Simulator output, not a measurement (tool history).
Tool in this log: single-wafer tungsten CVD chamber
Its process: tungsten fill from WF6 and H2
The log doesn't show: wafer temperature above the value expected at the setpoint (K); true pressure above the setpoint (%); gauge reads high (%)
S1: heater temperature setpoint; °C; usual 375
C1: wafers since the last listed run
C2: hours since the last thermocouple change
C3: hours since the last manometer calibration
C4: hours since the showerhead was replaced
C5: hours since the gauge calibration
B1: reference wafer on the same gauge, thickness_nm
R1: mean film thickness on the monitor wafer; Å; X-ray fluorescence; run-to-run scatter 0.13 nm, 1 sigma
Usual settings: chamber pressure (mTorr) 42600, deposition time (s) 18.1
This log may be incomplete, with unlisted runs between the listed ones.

run 1 hour=0 | S1=381 chamber_pressure_(mTorr)=42600 deposition_time_(s)=18.1 | C1=0 C2=1882.8 C3=1975 C4=6061.5 C5=57.5 | B1=30.474 | R1=354.13
run 2 hour=20.3 | S1=381 chamber_pressure_(mTorr)=42600 deposition_time_(s)=18.1 | C1=458 C2=1903.1 C3=1995.3 C4=6081.8 C5=77.8 | B1=30.471 | R1=359.04
run 3 hour=38.1 | S1=375 chamber_pressure_(mTorr)=42600 deposition_time_(s)=18.1 | C1=401 C2=1920.9 C3=2013.1 C4=6099.6 C5=95.6 | B1=30.513 | R1=316.33
run 4 hour=66.8 | S1=375 chamber_pressure_(mTorr)=37900 deposition_time_(s)=18.1 | C1=647 C2=1949.6 C3=2041.8 C4=6128.3 C5=124.3 | B1=30.456 | R1=307.98
run 5 hour=88.9 | S1=375 chamber_pressure_(mTorr)=42600 deposition_time_(s)=18.1 | C1=498 C2=1971.7 C3=2063.9 C4=6150.4 C5=146.4 | B1=30.53 | R1=318.04
run 6 hour=113.8 | S1=375 chamber_pressure_(mTorr)=42600 deposition_time_(s)=18.1 | C1=561 C2=1996.6 C3=2088.8 C4=6175.3 C5=171.3 | B1=30.582 | R1=314.19
run 7 hour=134.7 | S1=375 chamber_pressure_(mTorr)=42600 deposition_time_(s)=18.1 | C1=471 C2=2017.5 C3=2109.7 C4=6196.2 C5=192.2 | B1=30.494 | R1=315.2
-- hour=173.5 capacitance manometer re-zeroed and calibrated
run 8 hour=174 | S1=381 chamber_pressure_(mTorr)=42600 deposition_time_(s)=18.1 | C1=706 C2=2056.8 C3=0.5 C4=6235.5 C5=231.5 | B1=30.47 | R1=352.11
run 9 hour=193.3 | S1=386 chamber_pressure_(mTorr)=38000 deposition_time_(s)=20.6 | C1=435 C2=2076.1 C3=19.8 C4=6254.8 C5=250.8 | B1=30.482 | R1=423
-- hour=221.2 showerhead replaced
run 10 hour=222.5 | S1=362 chamber_pressure_(mTorr)=34300 deposition_time_(s)=20.5 | C1=478 C2=2105.3 C3=49 C4=1.3 C5=280 | B1=30.582 | R1=255.15
-- hour=256.7 thermocouple changed; heater temperature recalibrated
run 11 hour=257.8 | S1=375 chamber_pressure_(mTorr)=42600 deposition_time_(s)=20.1 | C1=615 C2=1.1 C3=84.3 C4=36.6 C5=315.3 | B1=30.51 | R1=402.74
-- hour=260.4 gauge calibrated
run 12 hour=285.6 | S1=375 chamber_pressure_(mTorr)=51100 deposition_time_(s)=19.9 | C1=627 C2=28.9 C3=112.1 C4=64.4 C5=25.2 | B1=30.477 | R1=424.39
run 13 hour=306.3 | S1=375 chamber_pressure_(mTorr)=42600 deposition_time_(s)=18.1 | C1=467 C2=49.6 C3=132.8 C4=85.1 C5=45.9 | B1=30.523 | R1=364.33
run 14 hour=329.7 | S1=360 chamber_pressure_(mTorr)=42600 deposition_time_(s)=18.1 | C1=527 C2=73 C3=156.2 C4=108.5 C5=69.3 | B1=30.483 | R1=275.31

Below are 4 alternative next runs, each starting from the tool's condition after run 14. Predict each:
run A hour=330.1 | S1=375 chamber_pressure_(mTorr)=42600 deposition_time_(s)=18.1 | C1=9 C2=73.4 C3=156.6 C4=108.9 C5=69.7 | B1=? | R1=?
run B hour=330.1 | S1=385 chamber_pressure_(mTorr)=46300 deposition_time_(s)=17.2 | C1=9 C2=73.4 C3=156.6 C4=108.9 C5=69.7 | B1=? | R1=?
run C hour=330.1 | S1=379 chamber_pressure_(mTorr)=48400 deposition_time_(s)=21.4 | C1=9 C2=73.4 C3=156.6 C4=108.9 C5=69.7 | B1=? | R1=?
run D hour=330.1 | S1=368 chamber_pressure_(mTorr)=42600 deposition_time_(s)=14.6 | C1=9 C2=73.4 C3=156.6 C4=108.9 C5=69.7 | B1=? | R1=?

run=A B1=30.441 R1=362.84
run=B B1=30.441 R1=423.15
run=C B1=30.441 R1=480.69
run=D B1=30.441 R1=257.02
Stripped of hidden state, with their random variation kept, the same runs would have yielded:
run=A R1=360.46
run=B R1=420.48
run=C R1=477.57
run=D R1=255.28
